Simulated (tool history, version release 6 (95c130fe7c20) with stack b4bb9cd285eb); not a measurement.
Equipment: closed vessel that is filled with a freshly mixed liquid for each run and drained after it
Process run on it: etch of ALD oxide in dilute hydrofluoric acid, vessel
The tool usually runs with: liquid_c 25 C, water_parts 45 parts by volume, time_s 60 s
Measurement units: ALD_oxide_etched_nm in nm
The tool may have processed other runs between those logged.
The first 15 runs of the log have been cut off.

run     day  liquid_c  water_parts  time_s  read-back film thickness of the ALD oxide reference wafer, read on the same gauge (nm)  ALD_oxide_etched_nm
 16  35.358        25           25      50                                                                                  140.02                64.82
 17  38.142        25           45      60                                                                                  139.98                42.19
 18    39.3        20           30      35                                                                                     140                30.19
 19  41.167      21.5           45      60                                                                                     140                36.11
     42.738  -- gauge calibrated
 20  43.312        25           30      60                                                                                     140                63.74
 21  44.779      23.5           45      60                                                                                  139.98                39.29
 22  46.208        25           40      80                                                                                     140                63.25
 23   47.55      22.5           45      60                                                                                  139.99                37.49
 24  50.229        25           45      60                                                                                     140                41.48
 25  52.621        25           45      60                                                                                     140                41.67
 26  54.058        25           50      60                                                                                  139.99                 37.3
 27    56.2      28.5           30      90                                                                                  140.01               110.37
 28  58.796        29           50      40                                                                                  139.98                 28.9
 29  59.862        23           60      70                                                                                  140.01                32.62
 30  62.521        25           60      40                                                                                  140.01                20.19
 31  65.479      29.5           55      50                                                                                     140                33.21
 32  68.033        25           65      60                                                                                     140                27.68
 33  69.275        25           45      60                                                                                     140                40.75
 34  70.979        28           65      60                                                                                  140.01                 31.3

Consider 4 possible next runs. They are alternatives, not a sequence: every one starts from the tool as it was left by run 34. What does each give?
  A  71.008        25           45      45                                                                                       ?                    ?
  B  71.008        23           50      60                                                                                       ?                    ?
  C  71.008        25           45      30                                                                                       ?                    ?
  D  71.008      21.5           60      60                                                                                       ?                    ?

run  read-back film thickness of the ALD oxide reference wafer, read on the same gauge (nm)  ALD_oxide_etched_nm
  A                                                                                     140                30.75
  B                                                                                     140                33.75
  C                                                                                     140                 20.5
  D                                                                                     140                26.08
Stripped of hidden state, with their random variation kept, the same runs would have yielded:
run  ALD_oxide_etched_nm
  A                31.64
  B                34.73
  C                21.09
  D                26.85

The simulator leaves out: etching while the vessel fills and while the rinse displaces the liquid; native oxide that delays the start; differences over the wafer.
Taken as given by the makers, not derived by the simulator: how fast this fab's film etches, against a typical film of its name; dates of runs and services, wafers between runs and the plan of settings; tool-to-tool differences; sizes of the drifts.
